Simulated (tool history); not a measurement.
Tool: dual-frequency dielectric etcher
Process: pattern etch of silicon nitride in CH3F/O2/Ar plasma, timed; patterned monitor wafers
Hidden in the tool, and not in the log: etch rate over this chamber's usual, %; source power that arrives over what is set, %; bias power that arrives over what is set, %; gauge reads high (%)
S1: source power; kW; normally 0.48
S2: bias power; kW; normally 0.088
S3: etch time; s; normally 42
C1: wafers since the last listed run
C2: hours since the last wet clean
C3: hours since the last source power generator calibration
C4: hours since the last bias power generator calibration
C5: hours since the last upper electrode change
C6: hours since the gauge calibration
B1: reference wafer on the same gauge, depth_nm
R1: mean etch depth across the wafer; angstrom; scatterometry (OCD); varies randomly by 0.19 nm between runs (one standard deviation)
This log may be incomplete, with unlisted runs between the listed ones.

run   hour    S1     S2    S3    C1     C2      C3      C4      C5     C6     B1     R1
  1      0  0.48  0.088    42     0  245.3  1135.2  2272.9  2400.8  501.7  31.47  306.1
  2   26.3  0.48  0.088    42   529  271.6  1161.5  2299.2  2427.1    528  31.51  309.5
  3     44  0.48  0.088    42   356  289.3  1179.2  2316.9  2444.8  545.7  31.51  304.5
  4   60.9  0.48  0.088    42   340  306.2  1196.1  2333.8  2461.7  562.6  31.48  304.6
  5   86.1  0.48  0.088    42   507  331.4  1221.3    2359  2486.9  587.8  31.48  307.2
  6  110.2  0.48  0.088    42   485  355.5  1245.4  2383.1    2511  611.9   31.5  304.6
  7  140.7  0.48  0.088    42   614    386  1275.9  2413.6  2541.5  642.4  31.48  303.3
  8  153.3  0.48  0.088    42   253  398.6  1288.5  2426.2  2554.1    655  31.51  305.1
  9  169.7  0.48  0.088    42   330    415  1304.9  2442.6  2570.5  671.4  31.51  304.6
 10  189.8  0.48  0.088    42   404  435.1    1325  2462.7  2590.6  691.5   31.5    303
     215.4  -- wet clean of the chamber
 11  215.9  0.48  0.088    42    42    0.5  1351.1  2488.8  2616.7  717.6  31.47  308.1
 12  229.9  0.48  0.088    42   281   14.5  1365.1  2502.8  2630.7  731.6  31.51    307
 13    245  0.37  0.073  32.5   304   29.6  1380.2  2517.9  2645.8  746.7  31.53  196.2
     267.9  -- gauge calibrated
 14  268.8  0.54    0.1    53   479   53.4    1404  2541.7  2669.6    0.9  31.52  434.5
 15  302.5  0.48  0.088  31.5   678   87.1  1437.7  2575.4  2703.3   34.6  31.47    231
 16  329.5  0.48  0.088  37.5   543  114.1  1464.7  2602.4  2730.3   61.6  31.49  276.5
 17  343.8  0.48  0.088    42   287  128.4    1479  2616.7  2744.6   75.9  31.52  305.5
 18  368.8  0.37  0.088    42   503  153.4    1504  2641.7  2769.6  100.9  31.51  279.6
 19  403.6  0.57  0.081    42   700  188.2  1538.8  2676.5  2804.4  135.7  31.51  317.3
 20  417.7  0.43  0.088    42   283  202.3  1552.9  2690.6  2818.5  149.8  31.46  295.6
 21  441.3  0.55  0.088    38   475  225.9  1576.5  2714.2  2842.1  173.4   31.5  291.7
     479.7  -- upper electrode replaced
 22  480.2   0.4  0.088    42   300  264.8  1615.4  2753.1     0.5  212.3  31.49  283.2
 23  493.4  0.48  0.088    47   265    278  1628.6  2766.3    13.7  225.5  31.46  340.8
 24  510.3  0.55  0.067  34.5   340  294.9  1645.5  2783.2    30.6  242.4   31.5  229.9
       517  -- bias power generator calibrated
     524.8  -- source power generator calibrated
 25  533.3  0.48  0.088    42   302  317.9     8.5    16.3    53.6  265.4  31.52    305
 26  563.4  0.55  0.074    42   606    348    38.6    46.4    83.7  295.5  31.51  296.3
 27  584.3  0.48  0.106    34   420  368.9    59.5    67.3   104.6  316.4  31.53  272.5
 28  606.4  0.44  0.088    42   445    391    81.6    89.4   126.7  338.5  31.53  292.8
 29  638.6  0.48  0.088    42   648  423.2   113.8   121.6   158.9  370.7  31.48  303.4
     714.3  -- wet clean of the chamber
 30  714.8  0.53  0.088    42  1051    0.5     190   197.8   235.1  446.9  31.48  323.7

Some steps in R1, run to run, broken into two amounts with sign: the step expected even without the hidden condition (settings, incoming material, random variation), and the rest, left for the hidden condition together with whatever gauge scatter is not in both the measured and the hidden-condition-free result:
Run 10 -> 11: wet clean of the chamber. R1 +5.1 angstrom: hidden state +5.5, all else -0.4.
Run 13 -> 14: S1 0.37 -> 0.54, S2 0.073 -> 0.1, S3 32.5 -> 53, gauge calibrated. R1 +238.3 angstrom: hidden state -1.2, all else +239.5.
Run 14 -> 15: S1 0.54 -> 0.48, S2 0.1 -> 0.088, S3 53 -> 31.5. R1 -203.5 angstrom: hidden state +0.4, all else -203.9.
Run 23 -> 24: S1 0.48 -> 0.55, S2 0.088 -> 0.067, S3 47 -> 34.5. R1 -110.9 angstrom: hidden state +1.5, all else -112.4.
Run 29 -> 30: S1 0.48 -> 0.53, wet clean of the chamber. R1 +20.3 angstrom: hidden state +5.7, all else +14.6.
